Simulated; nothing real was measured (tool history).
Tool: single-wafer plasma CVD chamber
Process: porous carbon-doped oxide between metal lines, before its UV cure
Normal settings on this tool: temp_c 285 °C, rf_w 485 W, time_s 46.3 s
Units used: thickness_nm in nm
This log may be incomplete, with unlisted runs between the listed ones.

run   hour  temp_c  rf_w  time_s  read-back reference wafer on the same gauge, thickness_nm  thickness_nm
  1      0     285   525    52.5                                                    241.927       323.845
  2    6.3     285   485    46.3                                                    241.968       274.256
  3   17.5     290   485    46.3                                                    241.983        264.35
      20.8  -- gauge calibrated
  4   29.8     285   485    43.9                                                    241.879       260.413
  5   46.3     285   485    43.9                                                    241.985       260.194
  6   53.2     285   485    43.9                                                    241.888       259.268
  7   68.5     285   485    46.3                                                    241.986       274.024
  8     78     285   485    46.3                                                    242.034       273.177
      92.5  -- RF generator calibrated
  9     93     274   520    42.2                                                    241.937       279.858
     105.8  -- thermocouple changed; heater temperature recalibrated
 10  106.3     293   535    52.5                                                    241.905       321.213
 11  110.4     289   485    46.3                                                    241.844       275.887
 12  120.1     273   565    40.6                                                    242.197       296.132
     122.8  -- gauge calibrated
     128.7  -- showerhead replaced
 13  136.4     285   485    46.3                                                    242.001       284.097
 14  142.6     285   485    54.1                                                    241.942        330.87
 15  157.8     275   425    46.3                                                    241.918       284.253
 16    172     285   575    46.3                                                    241.939       311.577

For each run, what was the tool's unlogged condition?
delivered RF power above the setpoint (%): 0 across all the runs
gauge reads high (%): 0 across all the runs
H1: wafer temperature above the value expected at the setpoint (K)
run      H1
  1    4.51
  2    4.56
  3    4.65
  4    4.75
  5    4.89
  6    4.95
  7    5.07
  8    5.15
  9    5.28
 10    -0.5
 11  -0.499
 12  -0.499
 13  -0.496
 14  -0.495
 15   -0.49
 16  -0.484

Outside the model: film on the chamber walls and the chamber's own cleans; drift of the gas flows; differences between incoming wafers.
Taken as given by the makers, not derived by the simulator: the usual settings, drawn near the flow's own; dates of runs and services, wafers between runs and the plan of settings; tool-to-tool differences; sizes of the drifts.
